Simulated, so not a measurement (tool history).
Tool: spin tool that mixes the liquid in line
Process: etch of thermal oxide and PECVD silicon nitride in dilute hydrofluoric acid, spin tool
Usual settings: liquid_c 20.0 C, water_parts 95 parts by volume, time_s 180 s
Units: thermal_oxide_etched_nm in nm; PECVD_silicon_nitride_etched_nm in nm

run    hour  liquid_c  water_parts  time_s  wafers since the last listed run  hours since the thermometer was replaced  hours since the hydrofluoric acid flow meter was replaced  hours since the gauge calibration  read-back film thickness of the thermal oxide reference wafer, read on the same gauge (nm)  read-back film thickness of the PECVD silicon nitride reference wafer, read on the same gauge (nm)  thermal_oxide_etched_nm  PECVD_silicon_nitride_etched_nm
  1     0.0      20.0           95     180                                 0                                    1209.3                                                     1336.3                              253.4                                                                                       30.01                                                                                               80.02                     7.06                             6.87
  2    84.0      20.0           95     180                               697                                    1293.3                                                     1420.3                              337.4                                                                                       29.98                                                                                               79.98                     7.07                             6.84
  3   182.7      20.0           95     180                               819                                    1392.0                                                     1519.0                              436.1                                                                                       30.01                                                                                               80.00                     7.11                             6.90
  4   247.8      22.0          110     180                               540                                    1457.1                                                     1584.1                              501.2                                                                                       30.01                                                                                               79.99                     6.50                             6.79
  5   318.0      22.0          110     180                               582                                    1527.3                                                     1654.3                              571.4                                                                                       29.99                                                                                               80.01                     6.55                             6.74
  6   365.3      17.0           95     180                               392                                    1574.6                                                     1701.6                              618.7                                                                                       29.98                                                                                               79.99                     6.24                             5.57
  7   431.3      17.0           95     180                               547                                    1640.6                                                     1767.6                              684.7                                                                                       30.01                                                                                               79.99                     6.23                             5.49
  8   485.4      17.0           95     180                               448                                    1694.7                                                     1821.7                              738.8                                                                                       30.02                                                                                               79.97                     6.15                             5.49
  9   583.8      20.0           95     180                               816                                    1793.1                                                     1920.1                              837.2                                                                                       30.01                                                                                               79.97                     7.03                             6.92
      595.3  -- hydrofluoric acid flow meter replaced
      611.0  -- thermometer replaced
 10   624.8      20.0          140     150                               323                                      13.8                                                       29.5                              878.2                                                                                       29.98                                                                                               80.01                     3.82                             3.87
 11   703.4      20.0           95     150                               652                                      92.4                                                      108.1                              956.8                                                                                       30.02                                                                                               79.99                     5.90                             5.75
 12   771.4      20.0           95     225                               564                                     160.4                                                      176.1                             1024.8                                                                                       30.02                                                                                               79.99                     8.98                             8.59
      807.3  -- gauge calibrated
 13   867.6      22.5           95      75                               798                                     256.6                                                      272.3                               60.3                                                                                       30.00                                                                                               79.98                     3.26                             3.34
 14   994.5      22.5           95     280                              1053                                     383.5                                                      399.2                              187.2                                                                                       29.98                                                                                               79.99                    12.25                            12.68
 15  1077.8      20.0           95     180                               691                                     466.8                                                      482.5                              270.5                                                                                       29.98                                                                                               80.00                     7.05                             6.89

The next listed run, before its measurement:
 16  1270.0      20.0           95     180                              1594                                     659.0                                                      674.7                              462.7                                                                                           ?                                                                                                   ?                        ?                                ?

read-back film thickness of the thermal oxide reference wafer, read on the same gauge (nm): 30.00
read-back film thickness of the PECVD silicon nitride reference wafer, read on the same gauge (nm): 79.99
thermal_oxide_etched_nm: 7.00 nm
PECVD_silicon_nitride_etched_nm: 6.87 nm
Without the tool's hidden state the same run would have given thermal_oxide_etched_nm 7.00 nm, PECVD_silicon_nitride_etched_nm 6.87 nm.
